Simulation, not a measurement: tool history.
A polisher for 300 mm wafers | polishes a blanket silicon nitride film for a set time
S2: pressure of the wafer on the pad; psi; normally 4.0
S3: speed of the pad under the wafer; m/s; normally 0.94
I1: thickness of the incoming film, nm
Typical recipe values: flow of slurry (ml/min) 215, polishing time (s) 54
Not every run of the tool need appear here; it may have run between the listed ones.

{"run": 1, "hour": 0.0, "flow of slurry (ml/min)": 215, "S2": 4.0, "S3": 0.94, "polishing time (s)": 54, "I1": 905.0, "film removed (Å)": 954}
{"run": 2, "hour": 19.2, "flow of slurry (ml/min)": 215, "S2": 4.0, "S3": 0.94, "polishing time (s)": 54, "I1": 919.6, "film removed (Å)": 958}
{"run": 3, "hour": 50.1, "flow of slurry (ml/min)": 215, "S2": 4.0, "S3": 0.94, "polishing time (s)": 63, "I1": 913.7, "film removed (Å)": 1087}
{"run": 4, "hour": 65.6, "flow of slurry (ml/min)": 215, "S2": 4.0, "S3": 0.94, "polishing time (s)": 63, "I1": 923.8, "film removed (Å)": 1098}
{"run": 5, "hour": 87.4, "flow of slurry (ml/min)": 215, "S2": 4.0, "S3": 0.94, "polishing time (s)": 54, "I1": 928.4, "film removed (Å)": 979}
{"run": 6, "hour": 103.3, "flow of slurry (ml/min)": 215, "S2": 4.0, "S3": 0.94, "polishing time (s)": 54, "I1": 918.8, "film removed (Å)": 937}
{"run": 7, "hour": 129.9, "flow of slurry (ml/min)": 215, "S2": 4.0, "S3": 0.94, "polishing time (s)": 43, "I1": 923.3, "film removed (Å)": 762}
{"hour": 138.4, "done": "worn pad replaced by a new one"}
{"run": 8, "hour": 160.2, "flow of slurry (ml/min)": 215, "S2": 4.0, "S3": 0.94, "polishing time (s)": 43, "I1": 922.1, "film removed (Å)": 769}
{"run": 9, "hour": 194.8, "flow of slurry (ml/min)": 215, "S2": 4.0, "S3": 0.94, "polishing time (s)": 43, "I1": 921.5, "film removed (Å)": 761}
{"run": 10, "hour": 209.6, "flow of slurry (ml/min)": 215, "S2": 4.0, "S3": 0.94, "polishing time (s)": 54, "I1": 933.1, "film removed (Å)": 942}
{"run": 11, "hour": 239.4, "flow of slurry (ml/min)": 215, "S2": 4.0, "S3": 0.94, "polishing time (s)": 54, "I1": 931.6, "film removed (Å)": 962}
{"run": 12, "hour": 255.1, "flow of slurry (ml/min)": 215, "S2": 4.0, "S3": 0.94, "polishing time (s)": 40, "I1": 935.2, "film removed (Å)": 721}
{"run": 13, "hour": 278.5, "flow of slurry (ml/min)": 215, "S2": 4.0, "S3": 0.94, "polishing time (s)": 40, "I1": 918.0, "film removed (Å)": 709}
{"run": 14, "hour": 304.0, "flow of slurry (ml/min)": 215, "S2": 4.0, "S3": 0.94, "polishing time (s)": 54, "I1": 920.6, "film removed (Å)": 946}
{"hour": 314.7, "done": "worn pad replaced by a new one"}
{"run": 15, "hour": 321.5, "flow of slurry (ml/min)": 215, "S2": 4.0, "S3": 0.94, "polishing time (s)": 54, "I1": 928.0, "film removed (Å)": 960}
{"run": 16, "hour": 338.9, "flow of slurry (ml/min)": 215, "S2": 4.0, "S3": 0.94, "polishing time (s)": 54, "I1": 903.5, "film removed (Å)": 969}
{"hour": 369.4, "done": "slurry nozzle cleaned"}
{"run": 17, "hour": 370.0, "flow of slurry (ml/min)": 160, "S2": 4.6, "S3": 0.94, "polishing time (s)": 54, "I1": 925.2, "film removed (Å)": 1016}
{"hour": 385.1, "done": "head pressure recalibrated"}
{"run": 18, "hour": 389.2, "flow of slurry (ml/min)": 215, "S2": 3.0, "S3": 0.94, "polishing time (s)": 54, "I1": 930.1, "film removed (Å)": 788}
{"run": 19, "hour": 405.1, "flow of slurry (ml/min)": 240, "S2": 4.9, "S3": 0.94, "polishing time (s)": 54, "I1": 928.4, "film removed (Å)": 1096}
{"run": 20, "hour": 419.2, "flow of slurry (ml/min)": 255, "S2": 4.0, "S3": 0.94, "polishing time (s)": 54, "I1": 915.6, "film removed (Å)": 958}
{"run": 21, "hour": 438.1, "flow of slurry (ml/min)": 215, "S2": 4.0, "S3": 0.94, "polishing time (s)": 54, "I1": 928.1, "film removed (Å)": 945}
{"hour": 451.2, "done": "worn pad replaced by a new one"}
{"run": 22, "hour": 452.8, "flow of slurry (ml/min)": 215, "S2": 4.0, "S3": 0.94, "polishing time (s)": 54, "I1": 904.5, "film removed (Å)": 928}
{"run": 23, "hour": 484.0, "flow of slurry (ml/min)": 170, "S2": 4.4, "S3": 1.16, "polishing time (s)": 69, "I1": 920.4, "film removed (Å)": 1541}
{"run": 24, "hour": 500.0, "flow of slurry (ml/min)": 215, "S2": 4.0, "S3": 0.86, "polishing time (s)": 54, "I1": 932.7, "film removed (Å)": 892}
{"run": 25, "hour": 519.5, "flow of slurry (ml/min)": 215, "S2": 4.0, "S3": 0.8, "polishing time (s)": 69, "I1": 917.0, "film removed (Å)": 1084}
{"run": 26, "hour": 550.0, "flow of slurry (ml/min)": 215, "S2": 4.0, "S3": 0.94, "polishing time (s)": 54, "I1": 900.5, "film removed (Å)": 964}
{"run": 27, "hour": 565.1, "flow of slurry (ml/min)": 165, "S2": 3.3, "S3": 0.8, "polishing time (s)": 68, "I1": 926.1, "film removed (Å)": 946}
{"run": 28, "hour": 592.2, "flow of slurry (ml/min)": 215, "S2": 4.0, "S3": 0.94, "polishing time (s)": 54, "I1": 921.0, "film removed (Å)": 979}
{"run": 29, "hour": 614.0, "flow of slurry (ml/min)": 215, "S2": 4.0, "S3": 0.94, "polishing time (s)": 54, "I1": 905.4, "film removed (Å)": 932}
{"hour": 623.3, "done": "worn pad replaced by a new one"}
{"run": 30, "hour": 641.7, "flow of slurry (ml/min)": 215, "S2": 4.0, "S3": 0.94, "polishing time (s)": 54, "I1": 911.0, "film removed (Å)": 944}
{"run": 31, "hour": 666.8, "flow of slurry (ml/min)": 165, "S2": 4.0, "S3": 0.94, "polishing time (s)": 54, "I1": 922.4, "film removed (Å)": 948}
{"run": 32, "hour": 698.4, "flow of slurry (ml/min)": 215, "S2": 5.2, "S3": 0.94, "polishing time (s)": 37, "I1": 926.0, "film removed (Å)": 790}
{"run": 33, "hour": 724.1, "flow of slurry (ml/min)": 215, "S2": 4.0, "S3": 0.94, "polishing time (s)": 54, "I1": 930.5, "film removed (Å)": 964}
{"hour": 774.2, "done": "worn pad replaced by a new one"}
{"run": 34, "hour": 803.0, "flow of slurry (ml/min)": 215, "S2": 2.9, "S3": 1.22, "polishing time (s)": 54, "I1": 936.8, "film removed (Å)": 962}

For each run, what was the tool's unlogged condition?
removal rate lost through wear of the pad, %: 0 in every run
slurry flow missing at the pad, %: 0 in every run
deviation of the head's pressure from its setpoint, %: 0 in every run

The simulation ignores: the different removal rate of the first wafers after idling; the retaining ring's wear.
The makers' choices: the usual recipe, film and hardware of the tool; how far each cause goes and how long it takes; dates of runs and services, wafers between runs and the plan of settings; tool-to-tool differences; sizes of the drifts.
